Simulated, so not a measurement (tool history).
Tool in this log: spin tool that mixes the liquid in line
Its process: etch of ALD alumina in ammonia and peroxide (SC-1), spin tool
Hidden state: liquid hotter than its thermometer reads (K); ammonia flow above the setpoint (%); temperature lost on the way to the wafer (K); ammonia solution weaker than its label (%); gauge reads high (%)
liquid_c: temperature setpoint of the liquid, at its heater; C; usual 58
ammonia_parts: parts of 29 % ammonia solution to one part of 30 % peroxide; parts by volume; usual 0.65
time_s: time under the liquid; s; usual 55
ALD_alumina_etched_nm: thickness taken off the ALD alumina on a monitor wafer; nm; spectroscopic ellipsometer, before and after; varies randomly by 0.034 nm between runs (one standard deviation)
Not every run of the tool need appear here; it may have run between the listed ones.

run   hour  liquid_c  ammonia_parts  time_s  wafers since the last listed run  hours since the thermometer was replaced  hours since the ammonia flow meter was replaced  hours since the heated supply line was repaired  hours since the drum of ammonia solution was connected  hours since the gauge calibration  read-back film thickness of the ALD alumina reference wafer, read on the same gauge (nm)  ALD_alumina_etched_nm
  1      0      55.5            0.7      55                                 0                                     538.9                                           1644.5                                           3881.7                                                   413.6                             1121.3                                                                                     50.03                   5.33
       4.8  -- ammonia flow meter replaced
       7.1  -- heated supply line repaired
  2   31.1        58           0.65      55                               508                                       570                                             26.3                                               24                                                   444.7                             1152.4                                                                                     49.97                   7.26
  3   50.3        58           0.65      55                               335                                     589.2                                             45.5                                             43.2                                                   463.9                             1171.6                                                                                     49.99                   7.31
  4   62.7        58           0.65      55                               216                                     601.6                                             57.9                                             55.6                                                   476.3                               1184                                                                                     49.99                   7.29
  5   90.4        58           0.65      55                               484                                     629.3                                             85.6                                             83.3                                                     504                             1211.7                                                                                     49.99                   7.25
  6  103.6      53.5           0.55      30                               230                                     642.5                                             98.8                                             96.5                                                   517.2                             1224.9                                                                                     49.99                   3.06
  7  125.7        51            0.8      85                               386                                     664.6                                            120.9                                            118.6                                                   539.3                               1247                                                                                     50.04                   7.79
     127.5  -- thermometer replaced
  8  150.3        64            0.9      55                               412                                      22.8                                            145.5                                            143.2                                                   563.9                             1271.6                                                                                     50.01                  10.04
     163.4  -- gauge calibrated
  9  185.2        58           0.65      55                               609                                      57.7                                            180.4                                            178.1                                                   598.8                               21.8                                                                                        50                   7.19
 10  278.9        58           0.65      55                              1637                                     151.4                                            274.1                                            271.8                                                   692.5                              115.5                                                                                     50.03                   7.17
 11  305.3        58           0.65      55                               461                                     177.8                                            300.5                                            298.2                                                   718.9                              141.9                                                                                     49.99                   7.14
 12  326.1        62            0.4      55                               363                                     198.6                                            321.3                                              319                                                   739.7                              162.7                                                                                     50.06                   8.44
     332.7  -- new drum of ammonia solution connected
 13  343.3        58           0.65      85                               283                                     215.8                                            338.5                                            336.2                                                    10.6                              179.9                                                                                     50.03                  11.04
 14  359.2        50            0.9      40                               277                                     231.7                                            354.4                                            352.1                                                    26.5                              195.8                                                                                        50                   3.49

Run 15, settings as shown, results not yet in. Your forecast:
 15  386.2        58            0.5      75                               471                                     258.7                                            381.4                                            379.1                                                    53.5                              222.8                                                                                         ?                      ?

{"run 15": {"read-back film thickness of the ALD alumina reference wafer, read on the same gauge (nm)": 49.99, "ALD_alumina_etched_nm": 9.59}}
The same run, on a tool lacking any hidden state, would have yielded ALD_alumina_etched_nm 9.84 nm.
